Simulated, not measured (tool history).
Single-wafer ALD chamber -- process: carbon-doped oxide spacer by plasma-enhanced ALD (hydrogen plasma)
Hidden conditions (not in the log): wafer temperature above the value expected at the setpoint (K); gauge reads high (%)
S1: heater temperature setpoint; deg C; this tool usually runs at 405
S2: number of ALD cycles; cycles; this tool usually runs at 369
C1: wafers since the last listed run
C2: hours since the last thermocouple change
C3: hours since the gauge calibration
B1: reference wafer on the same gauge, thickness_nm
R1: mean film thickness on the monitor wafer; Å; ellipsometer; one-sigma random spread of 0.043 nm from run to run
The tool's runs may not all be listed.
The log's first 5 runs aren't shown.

{"run": 6, "hour": 60.0, "S1": 400, "S2": 311, "C1": 16, "C2": 1447.8, "C3": 127.4, "B1": 16.647, "R1": 149.27}
{"run": 7, "hour": 70.2, "S1": 400, "S2": 311, "C1": 11, "C2": 1458, "C3": 137.6, "B1": 16.664, "R1": 148.81}
{"run": 8, "hour": 80.2, "S1": 405, "S2": 369, "C1": 11, "C2": 1468, "C3": 147.6, "B1": 16.657, "R1": 173.65}
{"run": 9, "hour": 96.4, "S1": 405, "S2": 369, "C1": 18, "C2": 1484.2, "C3": 163.8, "B1": 16.682, "R1": 174.04}
{"run": 10, "hour": 106.4, "S1": 405, "S2": 369, "C1": 11, "C2": 1494.2, "C3": 173.8, "B1": 16.687, "R1": 174.44}
{"run": 11, "hour": 113.6, "S1": 405, "S2": 369, "C1": 8, "C2": 1501.4, "C3": 181, "B1": 16.681, "R1": 173.28}
{"run": 12, "hour": 129.8, "S1": 405, "S2": 339, "C1": 18, "C2": 1517.6, "C3": 197.2, "B1": 16.686, "R1": 159.76}
{"run": 13, "hour": 135.9, "S1": 405, "S2": 369, "C1": 7, "C2": 1523.7, "C3": 203.3, "B1": 16.708, "R1": 173.74}
{"run": 14, "hour": 147.5, "S1": 405, "S2": 408, "C1": 13, "C2": 1535.3, "C3": 214.9, "B1": 16.714, "R1": 193.1}
{"hour": 169.6, "done": "thermocouple changed; heater temperature recalibrated"}
{"run": 15, "hour": 170.1, "S1": 397, "S2": 395, "C1": 17, "C2": 0.5, "C3": 237.5, "B1": 16.737, "R1": 189.44}
{"run": 16, "hour": 176.3, "S1": 397, "S2": 395, "C1": 7, "C2": 6.7, "C3": 243.7, "B1": 16.726, "R1": 189.48}
{"run": 17, "hour": 202.1, "S1": 400, "S2": 369, "C1": 30, "C2": 32.5, "C3": 269.5, "B1": 16.743, "R1": 177.16}
{"run": 18, "hour": 212.4, "S1": 400, "S2": 369, "C1": 12, "C2": 42.8, "C3": 279.8, "B1": 16.76, "R1": 178.17}
{"hour": 225.2, "done": "gauge calibrated"}
{"run": 19, "hour": 227.8, "S1": 405, "S2": 369, "C1": 18, "C2": 58.2, "C3": 2.6, "B1": 16.595, "R1": 173.65}
{"run": 20, "hour": 242.1, "S1": 405, "S2": 369, "C1": 16, "C2": 72.5, "C3": 16.9, "B1": 16.62, "R1": 173.55}
{"run": 21, "hour": 252.1, "S1": 405, "S2": 369, "C1": 11, "C2": 82.5, "C3": 26.9, "B1": 16.622, "R1": 173.55}
{"run": 22, "hour": 263.9, "S1": 405, "S2": 369, "C1": 13, "C2": 94.3, "C3": 38.7, "B1": 16.619, "R1": 173.64}
{"run": 23, "hour": 271.3, "S1": 397, "S2": 428, "C1": 8, "C2": 101.7, "C3": 46.1, "B1": 16.646, "R1": 204.24}
{"run": 24, "hour": 288.1, "S1": 410, "S2": 342, "C1": 19, "C2": 118.5, "C3": 62.9, "B1": 16.654, "R1": 157.55}
{"run": 25, "hour": 300.5, "S1": 405, "S2": 369, "C1": 14, "C2": 130.9, "C3": 75.3, "B1": 16.647, "R1": 173.42}
{"run": 26, "hour": 312.6, "S1": 405, "S2": 369, "C1": 14, "C2": 143, "C3": 87.4, "B1": 16.664, "R1": 173.42}
{"run": 27, "hour": 330.0, "S1": 405, "S2": 317, "C1": 20, "C2": 160.4, "C3": 104.8, "B1": 16.679, "R1": 149.61}
{"run": 28, "hour": 339.1, "S1": 418, "S2": 345, "C1": 10, "C2": 169.5, "C3": 113.9, "B1": 16.69, "R1": 155.57}

For run 29, what comes out?
{"run": 29, "hour": 355.9, "S1": 416, "S2": 369, "C1": 19, "C2": 186.3, "C3": 130.7, "B1": "?", "R1": "?"}

{"run 29": {"B1": 16.696, "R1": 167.97}}
Minus the tool's unlogged condition, the same run would have read R1 167.04 Å.
